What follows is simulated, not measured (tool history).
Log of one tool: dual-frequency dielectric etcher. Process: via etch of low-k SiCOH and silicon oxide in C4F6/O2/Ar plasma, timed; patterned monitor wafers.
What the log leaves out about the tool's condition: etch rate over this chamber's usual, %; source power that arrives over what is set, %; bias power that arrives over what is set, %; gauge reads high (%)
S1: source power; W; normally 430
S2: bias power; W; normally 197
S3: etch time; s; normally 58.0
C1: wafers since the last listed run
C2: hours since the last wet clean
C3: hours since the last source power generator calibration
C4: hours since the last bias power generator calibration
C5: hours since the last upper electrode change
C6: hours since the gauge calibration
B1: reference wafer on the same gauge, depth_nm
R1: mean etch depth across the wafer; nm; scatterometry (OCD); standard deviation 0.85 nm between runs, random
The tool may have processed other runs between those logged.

run     day   S1   S2    S3   C1     C2      C3      C4      C5     C6     B1     R1
  1   0.000  430  197  58.0    0  226.5  3410.7  3058.5  4845.5  325.9  132.1  158.2
  2   0.725  460  197  58.0  129  243.9  3428.1  3075.9  4862.9  343.3  132.0  164.3
      0.938  -- source power generator calibrated
  3   1.096  460  197  58.0   36  252.8     3.8  3084.8  4871.8  352.2  131.7  162.6
  4   1.462  430  197  58.0   65  261.6    12.6  3093.6  4880.6  361.0  132.1  159.1
  5   2.054  360  197  58.0  105  275.8    26.8  3107.8  4894.8  375.2  132.2  144.6
  6   2.483  360  197  58.0   76  286.1    37.1  3118.1  4905.1  385.5  132.0  141.8
  7   3.008  430  197  58.0   93  298.7    49.7  3130.7  4917.7  398.1  132.3  158.2
  8   3.392  430  197  58.0   68  307.9    58.9  3139.9  4926.9  407.3  132.4  158.4
  9   3.938  480  197  69.5   97  321.0    72.0  3153.0  4940.0  420.4  132.0  200.0
 10   4.583  350  197  58.0  115  336.5    87.5  3168.5  4955.5  435.9  132.0  141.0
 11   4.900  480  157  72.5   56  344.1    95.1  3176.1  4963.1  443.5  132.0  185.0
 12   5.646  430  197  58.0  132  362.0   113.0  3194.0  4981.0  461.4  132.0  158.5
 13   5.979  500  197  58.0   59  370.0   121.0  3202.0  4989.0  469.4  131.9  170.0
 14   6.383  340  197  52.0   72  379.7   130.7  3211.7  4998.7  479.1  132.2  125.2
 15   6.879  480  197  48.5   88  391.6   142.6  3223.6  5010.6  491.0  132.1  140.6
 16   7.375  480  197  69.5   88  403.5   154.5  3235.5  5022.5  502.9  132.0  199.1
      7.533  -- gauge calibrated
 17   8.421  520  197  58.0  186  428.6   179.6  3260.6  5047.6   21.3  132.0  172.7
      9.783  -- wet clean of the chamber
     10.183  -- upper electrode replaced
 18  10.204  490  235  58.0   68   10.1   222.4  3303.4     0.5   64.1  131.6  182.1
 19  10.217  430  234  58.0    2   10.4   222.7  3303.7     0.8   64.4  131.9  171.5
 20  10.233  390  161  66.0    2   10.8   223.1  3304.1     1.2   64.8  132.2  152.0
 21  10.779  510  181  72.5   97   23.9   236.2  3317.2    14.3   77.9  132.0  207.3
     11.150  -- bias power generator calibrated
 22  11.525  480  246  68.5  103   41.8   254.1     9.0    32.2   95.8  132.2  221.3
 23  12.258  430  218  58.0  130   59.4   271.7    26.6    49.8  113.4  131.7  167.3
 24  12.650  430  197  58.0   69   68.8   281.1    36.0    59.2  122.8  131.9  158.4
 25  12.975  370  149  64.5   57   76.6   288.9    43.8    67.0  130.6  132.4  138.0
 26  13.238  430  220  58.0   46   82.9   295.2    50.1    73.3  136.9  132.1  166.7
 27  13.975  340  197  75.0  131  100.6   312.9    67.8    91.0  154.6  132.1  179.5
 28  14.583  430  197  58.0  108  115.2   327.5    82.4   105.6  169.2  132.2  157.6
 29  15.179  380  156  69.5  106  129.5   341.8    96.7   119.9  183.5  131.9  154.6
 30  15.512  430  197  58.0   59  137.5   349.8   104.7   127.9  191.5  131.9  157.7
 31  16.038  460  216  67.0   93  150.1   362.4   117.3   140.5  204.1  132.1  197.0

Hidden state at the last listed run before each entry between runs and at the first one after, where it differs:
In the gap between runs 2 and 3: source power generator calibrated (day 0.938)
  both runs share identical hidden conditions
In the gap between runs 16 and 17: gauge calibrated (day 7.533)
  both runs share identical hidden conditions
In the gap between runs 17 and 18: wet clean of the chamber (day 9.783); upper electrode replaced (day 10.183)
  both runs share identical hidden conditions
In the gap between runs 21 and 22: bias power generator calibrated (day 11.150)
  both runs share identical hidden conditions

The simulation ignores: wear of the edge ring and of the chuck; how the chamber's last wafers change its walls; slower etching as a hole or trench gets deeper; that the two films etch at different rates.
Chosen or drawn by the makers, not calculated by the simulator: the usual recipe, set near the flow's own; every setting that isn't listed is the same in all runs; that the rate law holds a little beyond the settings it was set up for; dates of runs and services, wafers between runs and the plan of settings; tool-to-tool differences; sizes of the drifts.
